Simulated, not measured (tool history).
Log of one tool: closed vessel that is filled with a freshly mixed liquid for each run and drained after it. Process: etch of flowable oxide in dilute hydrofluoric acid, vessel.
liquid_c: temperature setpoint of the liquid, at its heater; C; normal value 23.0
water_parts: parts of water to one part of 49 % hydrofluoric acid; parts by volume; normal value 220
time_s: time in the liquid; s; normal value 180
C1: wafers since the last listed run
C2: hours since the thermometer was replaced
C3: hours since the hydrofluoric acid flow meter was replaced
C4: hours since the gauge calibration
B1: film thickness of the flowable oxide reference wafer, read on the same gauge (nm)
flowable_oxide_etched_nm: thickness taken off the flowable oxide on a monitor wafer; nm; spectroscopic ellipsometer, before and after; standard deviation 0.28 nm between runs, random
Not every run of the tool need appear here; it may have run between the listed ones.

{"run": 1, "day": 0.0, "liquid_c": 19.5, "water_parts": 140, "time_s": 180, "C1": 0, "C2": 460.1, "C3": 311.5, "C4": 1306.5, "B1": 109.98, "flowable_oxide_etched_nm": 58.39}
{"run": 2, "day": 2.258, "liquid_c": 23.0, "water_parts": 270, "time_s": 180, "C1": 3318, "C2": 514.3, "C3": 365.7, "C4": 1360.7, "B1": 110.06, "flowable_oxide_etched_nm": 30.38}
{"run": 3, "day": 4.429, "liquid_c": 23.0, "water_parts": 270, "time_s": 180, "C1": 3190, "C2": 566.4, "C3": 417.8, "C4": 1412.8, "B1": 110.02, "flowable_oxide_etched_nm": 29.99}
{"run": 4, "day": 6.7, "liquid_c": 23.0, "water_parts": 155, "time_s": 180, "C1": 3337, "C2": 620.9, "C3": 472.3, "C4": 1467.3, "B1": 109.98, "flowable_oxide_etched_nm": 59.6}
{"run": 5, "day": 10.712, "liquid_c": 21.5, "water_parts": 220, "time_s": 180, "C1": 5896, "C2": 717.2, "C3": 568.6, "C4": 1563.6, "B1": 110.01, "flowable_oxide_etched_nm": 37.05}
{"run": 6, "day": 13.604, "liquid_c": 23.0, "water_parts": 220, "time_s": 180, "C1": 4249, "C2": 786.6, "C3": 638.0, "C4": 1633.0, "B1": 110.04, "flowable_oxide_etched_nm": 39.97}
{"run": 7, "day": 15.6, "liquid_c": 23.0, "water_parts": 220, "time_s": 180, "C1": 2933, "C2": 834.5, "C3": 685.9, "C4": 1680.9, "B1": 109.98, "flowable_oxide_etched_nm": 39.33}
{"day": 18.538, "done": "hydrofluoric acid flow meter replaced"}
{"run": 8, "day": 19.342, "liquid_c": 23.0, "water_parts": 220, "time_s": 180, "C1": 5437, "C2": 924.3, "C3": 19.3, "C4": 1770.7, "B1": 110.03, "flowable_oxide_etched_nm": 40.27}
{"run": 9, "day": 26.992, "liquid_c": 23.0, "water_parts": 220, "time_s": 180, "C1": 11242, "C2": 1107.9, "C3": 202.9, "C4": 1954.3, "B1": 110.0, "flowable_oxide_etched_nm": 40.79}
{"run": 10, "day": 29.188, "liquid_c": 25.5, "water_parts": 220, "time_s": 100, "C1": 3226, "C2": 1160.6, "C3": 255.6, "C4": 2007.0, "B1": 110.0, "flowable_oxide_etched_nm": 24.71}
{"day": 29.417, "done": "gauge calibrated"}
{"run": 11, "day": 32.425, "liquid_c": 23.0, "water_parts": 220, "time_s": 180, "C1": 4757, "C2": 1238.3, "C3": 333.3, "C4": 72.2, "B1": 110.01, "flowable_oxide_etched_nm": 40.86}
{"run": 12, "day": 35.875, "liquid_c": 23.0, "water_parts": 220, "time_s": 180, "C1": 5070, "C2": 1321.1, "C3": 416.1, "C4": 155.0, "B1": 109.97, "flowable_oxide_etched_nm": 40.63}
{"run": 13, "day": 38.992, "liquid_c": 23.0, "water_parts": 150, "time_s": 215, "C1": 4580, "C2": 1395.9, "C3": 490.9, "C4": 229.8, "B1": 109.99, "flowable_oxide_etched_nm": 77.47}
{"run": 14, "day": 41.225, "liquid_c": 23.0, "water_parts": 220, "time_s": 180, "C1": 3282, "C2": 1449.5, "C3": 544.5, "C4": 283.4, "B1": 109.97, "flowable_oxide_etched_nm": 40.75}
{"run": 15, "day": 45.146, "liquid_c": 18.5, "water_parts": 140, "time_s": 275, "C1": 5761, "C2": 1543.6, "C3": 638.6, "C4": 377.5, "B1": 109.97, "flowable_oxide_etched_nm": 90.65}
{"day": 46.054, "done": "thermometer replaced"}
{"run": 16, "day": 47.004, "liquid_c": 26.0, "water_parts": 220, "time_s": 235, "C1": 2669, "C2": 22.8, "C3": 683.2, "C4": 422.1, "B1": 110.03, "flowable_oxide_etched_nm": 54.85}
{"run": 17, "day": 49.692, "liquid_c": 23.0, "water_parts": 190, "time_s": 180, "C1": 3949, "C2": 87.3, "C3": 747.7, "C4": 486.6, "B1": 110.01, "flowable_oxide_etched_nm": 45.32}
{"day": 51.575, "done": "hydrofluoric acid flow meter replaced"}
{"run": 18, "day": 52.188, "liquid_c": 23.0, "water_parts": 220, "time_s": 180, "C1": 3606, "C2": 147.2, "C3": 14.7, "C4": 546.5, "B1": 110.03, "flowable_oxide_etched_nm": 37.83}
{"run": 19, "day": 56.0, "liquid_c": 23.0, "water_parts": 220, "time_s": 285, "C1": 5602, "C2": 238.7, "C3": 106.2, "C4": 638.0, "B1": 110.0, "flowable_oxide_etched_nm": 59.85}
{"run": 20, "day": 59.812, "liquid_c": 24.5, "water_parts": 265, "time_s": 180, "C1": 5602, "C2": 330.2, "C3": 197.7, "C4": 729.5, "B1": 109.98, "flowable_oxide_etched_nm": 31.98}
{"run": 21, "day": 62.271, "liquid_c": 23.0, "water_parts": 220, "time_s": 180, "C1": 3612, "C2": 389.2, "C3": 256.7, "C4": 788.5, "B1": 110.06, "flowable_oxide_etched_nm": 38.4}
{"run": 22, "day": 66.708, "liquid_c": 23.0, "water_parts": 150, "time_s": 215, "C1": 6521, "C2": 495.7, "C3": 363.2, "C4": 895.0, "B1": 109.97, "flowable_oxide_etched_nm": 73.79}
{"run": 23, "day": 70.717, "liquid_c": 19.0, "water_parts": 325, "time_s": 70, "C1": 5890, "C2": 591.9, "C3": 459.4, "C4": 991.2, "B1": 109.95, "flowable_oxide_etched_nm": 8.06}
{"run": 24, "day": 74.117, "liquid_c": 19.5, "water_parts": 220, "time_s": 225, "C1": 4996, "C2": 673.5, "C3": 541.0, "C4": 1072.8, "B1": 110.04, "flowable_oxide_etched_nm": 42.91}

Below are 5 alternative next runs, each starting from the tool's condition after run 24. Predict each:
{"run": "A", "day": 74.146, "liquid_c": 23.0, "water_parts": 220, "time_s": 180, "C1": 42, "C2": 674.2, "C3": 541.7, "C4": 1073.5, "B1": "?", "flowable_oxide_etched_nm": "?"}
{"run": "B", "day": 74.146, "liquid_c": 23.0, "water_parts": 180, "time_s": 280, "C1": 42, "C2": 674.2, "C3": 541.7, "C4": 1073.5, "B1": "?", "flowable_oxide_etched_nm": "?"}
{"run": "C", "day": 74.146, "liquid_c": 25.5, "water_parts": 220, "time_s": 180, "C1": 42, "C2": 674.2, "C3": 541.7, "C4": 1073.5, "B1": "?", "flowable_oxide_etched_nm": "?"}
{"run": "D", "day": 74.146, "liquid_c": 23.0, "water_parts": 310, "time_s": 120, "C1": 42, "C2": 674.2, "C3": 541.7, "C4": 1073.5, "B1": "?", "flowable_oxide_etched_nm": "?"}
{"run": "E", "day": 74.146, "liquid_c": 19.5, "water_parts": 260, "time_s": 260, "C1": 42, "C2": 674.2, "C3": 541.7, "C4": 1073.5, "B1": "?", "flowable_oxide_etched_nm": "?"}

run=A B1=110.02 flowable_oxide_etched_nm=38.45
run=B B1=110.02 flowable_oxide_etched_nm=76.32
run=C B1=110.02 flowable_oxide_etched_nm=42.07
run=D B1=110.02 flowable_oxide_etched_nm=16.62
run=E B1=110.02 flowable_oxide_etched_nm=39.71
What these runs would have given with no unlogged condition in the tool:
run=A flowable_oxide_etched_nm=37.03
run=B flowable_oxide_etched_nm=73.42
run=C flowable_oxide_etched_nm=40.55
run=D flowable_oxide_etched_nm=16.03
run=E flowable_oxide_etched_nm=38.22
